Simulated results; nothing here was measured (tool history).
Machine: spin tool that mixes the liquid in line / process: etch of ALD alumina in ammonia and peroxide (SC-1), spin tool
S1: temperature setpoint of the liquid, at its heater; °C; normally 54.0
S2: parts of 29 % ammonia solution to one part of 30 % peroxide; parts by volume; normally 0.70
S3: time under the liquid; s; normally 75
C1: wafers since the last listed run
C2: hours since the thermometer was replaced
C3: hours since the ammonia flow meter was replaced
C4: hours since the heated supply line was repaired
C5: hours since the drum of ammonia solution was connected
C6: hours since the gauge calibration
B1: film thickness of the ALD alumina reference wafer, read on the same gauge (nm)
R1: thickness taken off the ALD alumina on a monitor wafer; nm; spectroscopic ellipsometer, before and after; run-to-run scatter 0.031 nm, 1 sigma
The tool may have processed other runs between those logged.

| run | hour | S1 | S2 | S3 | C1 | C2 | C3 | C4 | C5 | C6 | B1 | R1 |
|---|---|---|---|---|---|---|---|---|---|---|---|---|
| 1 | 0.0 | 54.0 | 0.70 | 75 | 0 | 2020.2 | 373.7 | 2456.6 | 348.0 | 658.6 | 49.95 | 6.45 |
|  | 2.2 | gauge calibrated |
| 2 | 39.2 | 54.0 | 0.70 | 75 | 529 | 2059.4 | 412.9 | 2495.8 | 387.2 | 37.0 | 49.96 | 6.48 |
| 3 | 82.9 | 54.0 | 0.70 | 75 | 590 | 2103.1 | 456.6 | 2539.5 | 430.9 | 80.7 | 50.01 | 6.47 |
| 4 | 118.4 | 54.0 | 0.70 | 75 | 479 | 2138.6 | 492.1 | 2575.0 | 466.4 | 116.2 | 50.01 | 6.40 |
| 5 | 143.9 | 54.0 | 0.70 | 75 | 344 | 2164.1 | 517.6 | 2600.5 | 491.9 | 141.7 | 49.96 | 6.43 |
| 6 | 173.3 | 54.0 | 0.70 | 75 | 397 | 2193.5 | 547.0 | 2629.9 | 521.3 | 171.1 | 50.04 | 6.50 |
| 7 | 227.2 | 54.0 | 0.70 | 75 | 727 | 2247.4 | 600.9 | 2683.8 | 575.2 | 225.0 | 49.95 | 6.41 |
| 8 | 288.2 | 54.0 | 0.70 | 75 | 823 | 2308.4 | 661.9 | 2744.8 | 636.2 | 286.0 | 49.97 | 6.54 |
| 9 | 333.7 | 54.0 | 0.70 | 75 | 614 | 2353.9 | 707.4 | 2790.3 | 681.7 | 331.5 | 50.01 | 6.50 |
|  | 363.3 | thermometer replaced |
| 10 | 377.4 | 44.5 | 0.70 | 75 | 576 | 14.1 | 751.1 | 2834.0 | 725.4 | 375.2 | 49.97 | 4.22 |
|  | 378.6 | new drum of ammonia solution connected |
| 11 | 425.3 | 54.0 | 0.70 | 75 | 633 | 62.0 | 799.0 | 2881.9 | 46.7 | 423.1 | 49.98 | 7.02 |
|  | 537.8 | thermometer replaced, repeated, since the last time left the tool worse |
| 12 | 570.9 | 58.5 | 0.70 | 105 | 1952 | 33.1 | 944.6 | 3027.5 | 192.3 | 568.7 | 50.02 | 10.72 |
|  | 574.0 | ammonia flow meter replaced |
|  | 599.1 | gauge calibrated |
| 13 | 620.5 | 44.5 | 0.80 | 75 | 656 | 82.7 | 46.5 | 3077.1 | 241.9 | 21.4 | 50.04 | 3.66 |
|  | 626.0 | heated supply line repaired |
| 14 | 690.6 | 63.0 | 0.70 | 75 | 933 | 152.8 | 116.6 | 64.6 | 312.0 | 91.5 | 50.05 | 9.83 |
| 15 | 748.5 | 45.5 | 0.70 | 100 | 782 | 210.7 | 174.5 | 122.5 | 369.9 | 149.4 | 50.01 | 5.15 |
| 16 | 806.4 | 54.0 | 0.45 | 75 | 782 | 268.6 | 232.4 | 180.4 | 427.8 | 207.3 | 49.99 | 5.92 |
| 17 | 843.3 | 48.5 | 0.70 | 75 | 498 | 305.5 | 269.3 | 217.3 | 464.7 | 244.2 | 50.01 | 4.57 |

Exercise: give the hidden state of the tool at every run:
ammonia flow above the setpoint (%): 0 in every run
temperature lost on the way to the wafer (K): 0 in every run
ammonia solution weaker than its label (%): 0 in every run
gauge reads high (%): 0 in every run
H1: liquid hotter than its thermometer reads (K)
| run | H1 |
|---|---|
| 1 | 1.44 |
| 2 | 1.47 |
| 3 | 1.5 |
| 4 | 1.52 |
| 5 | 1.54 |
| 6 | 1.56 |
| 7 | 1.6 |
| 8 | 1.64 |
| 9 | 1.67 |
| 10 | 3.14 |
| 11 | 3.18 |
| 12 | 0.39 |
| 13 | 0.423 |
| 14 | 0.47 |
| 15 | 0.509 |
| 16 | 0.548 |
| 17 | 0.572 |

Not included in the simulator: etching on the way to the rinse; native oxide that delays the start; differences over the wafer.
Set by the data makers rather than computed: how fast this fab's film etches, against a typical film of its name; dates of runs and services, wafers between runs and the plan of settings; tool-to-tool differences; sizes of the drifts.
